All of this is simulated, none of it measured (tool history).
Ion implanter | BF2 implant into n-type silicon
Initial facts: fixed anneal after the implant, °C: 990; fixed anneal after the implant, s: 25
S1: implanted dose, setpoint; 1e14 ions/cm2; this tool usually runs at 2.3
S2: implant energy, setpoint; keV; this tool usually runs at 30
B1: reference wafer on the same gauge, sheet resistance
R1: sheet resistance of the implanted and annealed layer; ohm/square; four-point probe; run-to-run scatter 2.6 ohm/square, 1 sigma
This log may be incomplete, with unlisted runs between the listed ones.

{"run": 1, "day": 0.0, "S1": 2.3, "S2": 33.5, "B1": 506.67, "R1": 447.08}
{"day": 5.792, "done": "Faraday cup replaced and dose calibrated"}
{"run": 2, "day": 10.892, "S1": 2.3, "S2": 33.5, "B1": 507.38, "R1": 440.06}
{"run": 3, "day": 14.592, "S1": 1.88, "S2": 30, "B1": 507.39, "R1": 528.1}
{"run": 4, "day": 17.621, "S1": 1.88, "S2": 30, "B1": 508.01, "R1": 525.56}
{"run": 5, "day": 19.35, "S1": 1.88, "S2": 30, "B1": 506.85, "R1": 527.2}
{"run": 6, "day": 23.562, "S1": 2.3, "S2": 30, "B1": 507.28, "R1": 448.77}
{"run": 7, "day": 25.95, "S1": 2.3, "S2": 30, "B1": 507.29, "R1": 449.6}
{"run": 8, "day": 30.325, "S1": 2.3, "S2": 30, "B1": 508.17, "R1": 455.07}
{"run": 9, "day": 34.288, "S1": 2.3, "S2": 30, "B1": 506.96, "R1": 454.7}
{"run": 10, "day": 36.521, "S1": 2.06, "S2": 30, "B1": 506.62, "R1": 499.1}
{"run": 11, "day": 40.071, "S1": 2.06, "S2": 30, "B1": 506.08, "R1": 495.95}
{"day": 40.854, "done": "Faraday cup replaced and dose calibrated"}
{"day": 42.912, "done": "extraction supply calibrated"}
{"run": 12, "day": 42.933, "S1": 2.3, "S2": 30, "B1": 507.07, "R1": 442.27}
{"run": 13, "day": 44.475, "S1": 2.3, "S2": 30, "B1": 505.99, "R1": 445.87}
{"run": 14, "day": 52.575, "S1": 2.3, "S2": 30, "B1": 506.28, "R1": 447.36}
{"run": 15, "day": 55.729, "S1": 2.91, "S2": 26, "B1": 507.26, "R1": 374.48}
{"run": 16, "day": 57.867, "S1": 2.69, "S2": 37, "B1": 507.49, "R1": 388.02}
{"run": 17, "day": 59.896, "S1": 2.84, "S2": 34.5, "B1": 506.31, "R1": 377.08}
{"run": 18, "day": 63.929, "S1": 2.3, "S2": 30, "B1": 506.93, "R1": 455.99}
{"run": 19, "day": 66.338, "S1": 2.52, "S2": 40, "B1": 507.06, "R1": 409.29}
{"run": 20, "day": 70.521, "S1": 2.71, "S2": 33, "B1": 507.14, "R1": 393.84}
{"run": 21, "day": 74.771, "S1": 2.3, "S2": 30, "B1": 506.53, "R1": 457.03}
{"day": 77.1, "done": "Faraday cup replaced and dose calibrated"}
{"day": 77.171, "done": "gauge calibrated"}
{"run": 22, "day": 77.862, "S1": 2.3, "S2": 30, "B1": 506.86, "R1": 441.32}
{"run": 23, "day": 80.379, "S1": 2.3, "S2": 30, "B1": 506.74, "R1": 443.04}
{"run": 24, "day": 82.1, "S1": 2.98, "S2": 26, "B1": 507.25, "R1": 361.2}
{"run": 25, "day": 87.758, "S1": 1.97, "S2": 34.5, "B1": 506.36, "R1": 500.05}
{"run": 26, "day": 91.958, "S1": 2.99, "S2": 30, "B1": 507.17, "R1": 358}
{"run": 27, "day": 93.821, "S1": 2.3, "S2": 30, "B1": 507.77, "R1": 445.07}
{"run": 28, "day": 97.438, "S1": 1.92, "S2": 35, "B1": 507.16, "R1": 518.69}
{"run": 29, "day": 100.462, "S1": 2.3, "S2": 40.5, "B1": 506.9, "R1": 439.77}

Alternative continuations, all from the tool just after run 29; predict every row:
{"run": "A", "day": 100.479, "S1": 2.3, "S2": 37.5, "B1": "?", "R1": "?"}
{"run": "B", "day": 100.479, "S1": 2.88, "S2": 21.5, "B1": "?", "R1": "?"}
{"run": "C", "day": 100.479, "S1": 1.67, "S2": 39.5, "B1": "?", "R1": "?"}
{"run": "D", "day": 100.479, "S1": 1.83, "S2": 22, "B1": "?", "R1": "?"}

run=A B1=506.65 R1=442.25
run=B B1=506.65 R1=381.09
run=C B1=506.65 R1=566.01
run=D B1=506.65 R1=558.67
Had the tool no hidden state, the same runs would have come out as:
run=A R1=435.72
run=B R1=375.39
run=C R1=558.06
run=D R1=549.9
